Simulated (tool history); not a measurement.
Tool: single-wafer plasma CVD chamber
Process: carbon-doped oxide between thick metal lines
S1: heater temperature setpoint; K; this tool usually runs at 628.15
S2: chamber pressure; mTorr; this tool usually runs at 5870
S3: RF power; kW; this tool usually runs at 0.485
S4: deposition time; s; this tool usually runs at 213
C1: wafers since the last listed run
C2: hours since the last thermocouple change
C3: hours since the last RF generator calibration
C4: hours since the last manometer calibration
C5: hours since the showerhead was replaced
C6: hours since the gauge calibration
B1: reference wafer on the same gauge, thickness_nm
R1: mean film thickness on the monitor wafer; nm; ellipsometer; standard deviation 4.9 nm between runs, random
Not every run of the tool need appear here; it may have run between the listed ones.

run 1 day=0 | S1=628.15 S2=5870 S3=0.485 S4=244 | C1=0 C2=1910.2 C3=1299.8 C4=1633.1 C5=6461.5 C6=143.6 | B1=880.932 | R1=1215.577
run 2 day=3.583 | S1=628.15 S2=5870 S3=0.485 S4=244 | C1=582 C2=1996.2 C3=1385.8 C4=1719.1 C5=6547.5 C6=229.6 | B1=885.199 | R1=1207.566
run 3 day=4.267 | S1=628.15 S2=5870 S3=0.485 S4=244 | C1=111 C2=2012.6 C3=1402.2 C4=1735.5 C5=6563.9 C6=246 | B1=885.089 | R1=1207.718
run 4 day=5.758 | S1=637.15 S2=5870 S3=0.485 S4=213 | C1=242 C2=2048.4 C3=1438 C4=1771.3 C5=6599.7 C6=281.8 | B1=886.489 | R1=1034.147
run 5 day=6.896 | S1=637.15 S2=5870 S3=0.485 S4=213 | C1=185 C2=2075.7 C3=1465.3 C4=1798.6 C5=6627 C6=309.1 | B1=886.327 | R1=1027.383
run 6 day=7.933 | S1=618.15 S2=5870 S3=0.485 S4=213 | C1=168 C2=2100.6 C3=1490.2 C4=1823.5 C5=6651.9 C6=334 | B1=887.101 | R1=1088.46
run 7 day=8.888 | S1=618.15 S2=5870 S3=0.485 S4=213 | C1=155 C2=2123.5 C3=1513.1 C4=1846.4 C5=6674.8 C6=356.9 | B1=888.342 | R1=1093.796
-- day=9.638 thermocouple changed; heater temperature recalibrated
run 8 day=9.75 | S1=638.15 S2=5870 S3=0.485 S4=213 | C1=86 C2=2.7 C3=1533.8 C4=1867.1 C5=6695.5 C6=377.6 | B1=887.665 | R1=1027.779
run 9 day=10.7 | S1=628.15 S2=5870 S3=0.485 S4=213 | C1=154 C2=25.5 C3=1556.6 C4=1889.9 C5=6718.3 C6=400.4 | B1=890.416 | R1=1059.156
run 10 day=11.958 | S1=639.15 S2=5870 S3=0.485 S4=197 | C1=204 C2=55.7 C3=1586.8 C4=1920.1 C5=6748.5 C6=430.6 | B1=888.781 | R1=948.16
-- day=12.6 showerhead replaced
run 11 day=12.979 | S1=635.15 S2=5870 S3=0.485 S4=213 | C1=111 C2=80.2 C3=1611.3 C4=1944.6 C5=9.1 C6=455.1 | B1=888.945 | R1=1036.777
run 12 day=13.879 | S1=635.15 S2=5870 S3=0.485 S4=213 | C1=146 C2=101.8 C3=1632.9 C4=1966.2 C5=30.7 C6=476.7 | B1=889.728 | R1=1036.49
run 13 day=14.608 | S1=637.15 S2=5870 S3=0.485 S4=213 | C1=118 C2=119.3 C3=1650.4 C4=1983.7 C5=48.2 C6=494.2 | B1=889.073 | R1=1040.369
run 14 day=15.688 | S1=628.15 S2=4620 S3=0.485 S4=197 | C1=175 C2=145.2 C3=1676.3 C4=2009.6 C5=74.1 C6=520.1 | B1=890.959 | R1=922.091
-- day=16.742 RF generator calibrated
run 15 day=16.929 | S1=639.15 S2=6510 S3=0.485 S4=213 | C1=147 C2=175 C3=4.5 C4=2039.4 C5=103.9 C6=549.9 | B1=889.881 | R1=1043.803
run 16 day=17.696 | S1=638.15 S2=5870 S3=0.575 S4=213 | C1=124 C2=193.4 C3=22.9 C4=2057.8 C5=122.3 C6=568.3 | B1=889.675 | R1=1141.145
-- day=18.321 gauge calibrated
-- day=18.658 capacitance manometer re-zeroed and calibrated
run 17 day=18.904 | S1=628.15 S2=5870 S3=0.485 S4=213 | C1=142 C2=222.4 C3=51.9 C4=5.9 C5=151.3 C6=14 | B1=872.012 | R1=1034.294
run 18 day=19.596 | S1=641.15 S2=5870 S3=0.485 S4=188 | C1=112 C2=239 C3=68.5 C4=22.5 C5=167.9 C6=30.6 | B1=872.832 | R1=893.384
run 19 day=20.917 | S1=628.15 S2=5870 S3=0.485 S4=213 | C1=214 C2=270.7 C3=100.2 C4=54.2 C5=199.6 C6=62.3 | B1=875.327 | R1=1046.819
run 20 day=21.871 | S1=628.15 S2=4580 S3=0.485 S4=186 | C1=155 C2=293.6 C3=123.1 C4=77.1 C5=222.5 C6=85.2 | B1=877.264 | R1=858.514
run 21 day=22.388 | S1=628.15 S2=4760 S3=0.545 S4=240 | C1=84 C2=306 C3=135.5 C4=89.5 C5=234.9 C6=97.6 | B1=880.411 | R1=1194.063
run 22 day=23.825 | S1=619.15 S2=5870 S3=0.445 S4=213 | C1=233 C2=340.5 C3=170 C4=124 C5=269.4 C6=132.1 | B1=882.136 | R1=1015.798
run 23 day=24.475 | S1=628.15 S2=5870 S3=0.485 S4=213 | C1=105 C2=356.1 C3=185.6 C4=139.6 C5=285 C6=147.7 | B1=882.662 | R1=1051.623
run 24 day=25.104 | S1=628.15 S2=5870 S3=0.485 S4=172 | C1=102 C2=371.2 C3=200.7 C4=154.7 C5=300.1 C6=162.8 | B1=882.356 | R1=850.339
run 25 day=25.738 | S1=628.15 S2=5870 S3=0.485 S4=213 | C1=103 C2=386.4 C3=215.9 C4=169.9 C5=315.3 C6=178 | B1=883.888 | R1=1051.841

Consider 3 possible next runs. They are alternatives, not a sequence: every one starts from the tool as it was left by run 25. What does each give?
run A day=25.758 | S1=628.15 S2=5870 S3=0.415 S4=213 | C1=3 C2=386.9 C3=216.4 C4=170.4 C5=315.8 C6=178.5 | B1=? | R1=?
run B day=25.758 | S1=628.15 S2=5870 S3=0.485 S4=254 | C1=3 C2=386.9 C3=216.4 C4=170.4 C5=315.8 C6=178.5 | B1=? | R1=?
run C day=25.758 | S1=616.15 S2=5360 S3=0.39 S4=199 | C1=3 C2=386.9 C3=216.4 C4=170.4 C5=315.8 C6=178.5 | B1=? | R1=?

run=A B1=885.049 R1=948.462
run=B B1=885.049 R1=1259.195
run=C B1=885.049 R1=858.238
With no hidden state in the tool, these same runs would have given:
run=A R1=934.379
run=B R1=1240.497
run=C R1=845.494

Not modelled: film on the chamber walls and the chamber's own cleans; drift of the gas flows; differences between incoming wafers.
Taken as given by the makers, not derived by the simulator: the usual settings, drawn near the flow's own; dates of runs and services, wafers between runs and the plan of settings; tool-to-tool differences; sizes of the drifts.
